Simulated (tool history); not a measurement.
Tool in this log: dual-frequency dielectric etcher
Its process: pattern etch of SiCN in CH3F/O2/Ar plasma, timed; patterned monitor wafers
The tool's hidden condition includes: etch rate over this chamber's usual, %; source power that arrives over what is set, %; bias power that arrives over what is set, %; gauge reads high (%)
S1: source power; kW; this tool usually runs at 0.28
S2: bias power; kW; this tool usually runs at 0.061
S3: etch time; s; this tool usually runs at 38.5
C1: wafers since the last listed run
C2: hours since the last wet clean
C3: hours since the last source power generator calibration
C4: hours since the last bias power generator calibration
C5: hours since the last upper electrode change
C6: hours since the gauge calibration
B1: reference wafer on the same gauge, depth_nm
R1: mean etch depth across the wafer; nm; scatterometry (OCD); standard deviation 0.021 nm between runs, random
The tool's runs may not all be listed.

run,hour,S1,S2,S3,C1,C2,C3,C4,C5,C6,B1,R1
1,0,0.28,0.061,38.5,0,124.7,1652.9,4991.2,2727.7,335,12.1,13.87
2,23.5,0.28,0.061,38.5,335,148.2,1676.4,5014.7,2751.2,358.5,12.1,13.85
3,47.7,0.28,0.061,38.5,345,172.4,1700.6,5038.9,2775.4,382.7,12.1,13.87
4,79.8,0.28,0.061,38.5,458,204.5,1732.7,5071,2807.5,414.8,12.1,13.91
5,115.2,0.32,0.061,38.5,505,239.9,1768.1,5106.4,2842.9,450.2,12.1,14.42
6,132.3,0.32,0.061,38.5,244,257,1785.2,5123.5,2860,467.3,12.1,14.45
7,151.3,0.32,0.061,38.5,271,276,1804.2,5142.5,2879,486.3,12.09,14.44
8,183.2,0.28,0.061,38.5,455,307.9,1836.1,5174.4,2910.9,518.2,12.1,13.89
9,290.3,0.28,0.061,38.5,1528,415,1943.2,5281.5,3018,625.3,12.11,13.97
# hour 301.9: source power generator calibrated
# hour 343: upper electrode replaced
10,343.5,0.28,0.061,38.5,359,468.2,41.6,5334.7,0.5,678.5,12.1,13.97
11,348.8,0.28,0.061,38.5,75,473.5,46.9,5340,5.8,683.8,12.1,13.99
12,364.1,0.32,0.068,38.5,218,488.8,62.2,5355.3,21.1,699.1,12.1,15.15
13,394.7,0.28,0.061,38.5,436,519.4,92.8,5385.9,51.7,729.7,12.1,13.96
# hour 403.5: gauge calibrated
# hour 411.8: bias power generator calibrated
# hour 432.1: wet clean of the chamber
14,432.6,0.24,0.061,35.5,193,0.5,130.7,20.8,89.6,29.1,12.09,12.31
15,440.2,0.28,0.061,38.5,108,8.1,138.3,28.4,97.2,36.7,12.1,13.87
16,459.8,0.25,0.047,31,279,27.7,157.9,48,116.8,56.3,12.1,9.72
17,488.8,0.28,0.061,38.5,413,56.7,186.9,77,145.8,85.3,12.09,13.88
18,512,0.32,0.061,43.5,331,79.9,210.1,100.2,169,108.5,12.1,16.28
19,526.8,0.26,0.052,49.5,211,94.7,224.9,115,183.8,123.3,12.11,16.4
20,541.6,0.23,0.061,38.5,211,109.5,239.7,129.8,198.6,138.1,12.1,13.22

State the hidden condition of the tool at each of the runs:
source power that arrives over what is set, %: 0 across all the runs
bias power that arrives over what is set, %: 0 across all the runs
gauge reads high (%): 0 across all the runs
H1: etch rate over this chamber's usual, %
run,H1
1,0.19
2,0.234
3,0.279
4,0.338
5,0.404
6,0.436
7,0.471
8,0.53
9,0.729
10,0.828
11,0.838
12,0.866
13,0.923
14,0.000541
15,0.0146
16,0.051
17,0.105
18,0.148
19,0.175
20,0.203

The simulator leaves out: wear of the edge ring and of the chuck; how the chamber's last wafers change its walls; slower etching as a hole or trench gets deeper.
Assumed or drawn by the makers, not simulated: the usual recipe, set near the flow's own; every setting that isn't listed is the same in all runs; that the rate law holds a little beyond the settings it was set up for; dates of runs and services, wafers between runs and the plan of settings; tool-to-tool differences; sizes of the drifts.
